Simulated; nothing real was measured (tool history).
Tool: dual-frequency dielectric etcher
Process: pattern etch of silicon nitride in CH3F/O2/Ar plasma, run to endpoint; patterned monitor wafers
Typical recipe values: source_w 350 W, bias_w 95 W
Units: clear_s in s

run	hour	source_w	bias_w	wafers since the last listed run	hours since the last wet clean	hours since the last source power generator calibration	hours since the last bias power generator calibration	hours since the last upper electrode change	incoming incoming film thickness, nm	clear_s
1	0.0	330	95	0	267.4	3521.3	4079.5	3068.5	51.2	73.2
2	7.8	330	95	68	275.2	3529.1	4087.3	3076.3	50.6	71.5
3	22.5	350	95	128	289.9	3543.8	4102.0	3091.0	51.1	71.9
4	33.7	350	95	98	301.1	3555.0	4113.2	3102.2	51.2	70.6
5	42.2	350	95	74	309.6	3563.5	4121.7	3110.7	51.7	72.1
6	53.9	350	95	102	321.3	3575.2	4133.4	3122.4	51.0	70.7
7	65.4	350	95	100	332.8	3586.7	4144.9	3133.9	50.6	70.2
8	80.2	350	95	129	347.6	3601.5	4159.7	3148.7	50.9	70.3
9	95.7	350	95	135	363.1	3617.0	4175.2	3164.2	50.8	70.5
10	102.0	420	95	55	369.4	3623.3	4181.5	3170.5	51.1	69.0
11	119.3	420	95	151	386.7	3640.6	4198.8	3187.8	51.1	68.5
12	132.7	420	95	117	400.1	3654.0	4212.2	3201.2	50.7	66.9
13	140.1	350	95	64	407.5	3661.4	4219.6	3208.6	50.5	70.1
14	157.5	350	95	152	424.9	3678.8	4237.0	3226.0	50.6	70.1
15	172.5	350	95	131	439.9	3693.8	4252.0	3241.0	51.3	71.4
# hour 182.7: bias power generator calibrated
# hour 230.6: wet clean of the chamber
16	231.1	350	112	267	0.5	3752.4	48.4	3299.6	51.4	64.4
17	236.4	310	81	46	5.8	3757.7	53.7	3304.9	51.3	74.7
18	247.5	350	95	97	16.9	3768.8	64.8	3316.0	51.0	68.8
19	264.8	350	95	151	34.2	3786.1	82.1	3333.3	51.4	67.8
20	276.1	280	86	98	45.5	3797.4	93.4	3344.6	51.1	74.6

Run 21 comes next. What will it give?
21	286.4	410	87	90	55.8	3807.7	103.7	3354.9	51.3	?

{"run 21": {"clear_s": 68.3}}
Minus the tool's unlogged condition, the same run would have read clear_s 72.8 s.

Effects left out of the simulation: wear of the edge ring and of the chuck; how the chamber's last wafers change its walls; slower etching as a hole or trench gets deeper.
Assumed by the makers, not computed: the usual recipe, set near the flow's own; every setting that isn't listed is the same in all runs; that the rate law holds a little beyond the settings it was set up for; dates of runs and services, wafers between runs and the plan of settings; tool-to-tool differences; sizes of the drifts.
